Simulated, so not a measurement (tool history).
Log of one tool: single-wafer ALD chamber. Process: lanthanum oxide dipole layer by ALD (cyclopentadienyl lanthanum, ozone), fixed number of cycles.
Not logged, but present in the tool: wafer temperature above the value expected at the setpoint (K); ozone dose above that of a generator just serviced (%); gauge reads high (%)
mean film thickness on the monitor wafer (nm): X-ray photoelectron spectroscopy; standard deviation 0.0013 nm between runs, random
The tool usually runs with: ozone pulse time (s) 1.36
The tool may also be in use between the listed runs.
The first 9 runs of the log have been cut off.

run,hour,ozone pulse time (s),wafers since the last listed run,hours since the last thermocouple change,hours since the last ozone generator service,hours since the showerhead was replaced,hours since the gauge calibration,"read-back reference wafer on the same gauge, thickness_nm",mean film thickness on the monitor wafer (nm)
10,566.3,1.36,888,1067.1,1221.3,4613.0,1124.4,0.433,0.512
11,597.1,1.16,455,1097.9,1252.1,4643.8,1155.2,0.433,0.490
# hour 635.2: ozone generator serviced
12,642.6,1.16,555,1143.4,7.4,4689.3,1200.7,0.433,0.507
13,700.2,1.16,852,1201.0,65.0,4746.9,1258.3,0.433,0.505
14,737.1,1.57,546,1237.9,101.9,4783.8,1295.2,0.433,0.540
15,761.8,1.57,365,1262.6,126.6,4808.5,1319.9,0.433,0.540
16,814.2,1.77,775,1315.0,179.0,4860.9,1372.3,0.433,0.548
17,856.6,1.55,627,1357.4,221.4,4903.3,1414.7,0.433,0.537
18,895.2,1.84,571,1396.0,260.0,4941.9,1453.3,0.433,0.550
# hour 950.1: showerhead replaced
19,954.7,1.09,762,1455.5,319.5,4.6,1512.8,0.433,0.487
20,991.9,0.97,550,1492.7,356.7,41.8,1550.0,0.433,0.464
21,1029.7,1.70,559,1530.5,394.5,79.6,1587.8,0.433,0.543
22,1096.1,1.60,983,1596.9,460.9,146.0,1654.2,0.433,0.539
23,1120.5,1.05,361,1621.3,485.3,170.4,1678.6,0.433,0.478
24,1176.0,1.56,821,1676.8,540.8,225.9,1734.1,0.433,0.533
25,1215.2,1.07,580,1716.0,580.0,265.1,1773.3,0.433,0.479
26,1267.2,1.64,769,1768.0,632.0,317.1,1825.3,0.433,0.538
# hour 1297.3: thermocouple changed; heater temperature recalibrated
27,1320.9,1.36,676,23.6,685.7,370.8,1879.0,0.433,0.517
# hour 1331.7: gauge calibrated
28,1373.6,1.71,780,76.3,738.4,423.5,41.9,0.433,0.540
29,1416.3,1.36,632,119.0,781.1,466.2,84.6,0.433,0.514
30,1506.9,1.88,1341,209.6,871.7,556.8,175.2,0.433,0.549
31,1567.2,1.36,892,269.9,932.0,617.1,235.5,0.433,0.511
32,1591.7,1.36,362,294.4,956.5,641.6,260.0,0.433,0.510

Run 33 has not been measured yet. What should we expect?
33,1639.2,0.87,703,341.9,1004.0,689.1,307.5,?,?

read-back reference wafer on the same gauge, thickness_nm: 0.433
mean film thickness on the monitor wafer (nm): 0.432
If the tool had no hidden condition, the same run with the same run-to-run variation would have returned mean film thickness on the monitor wafer (nm) 0.459.
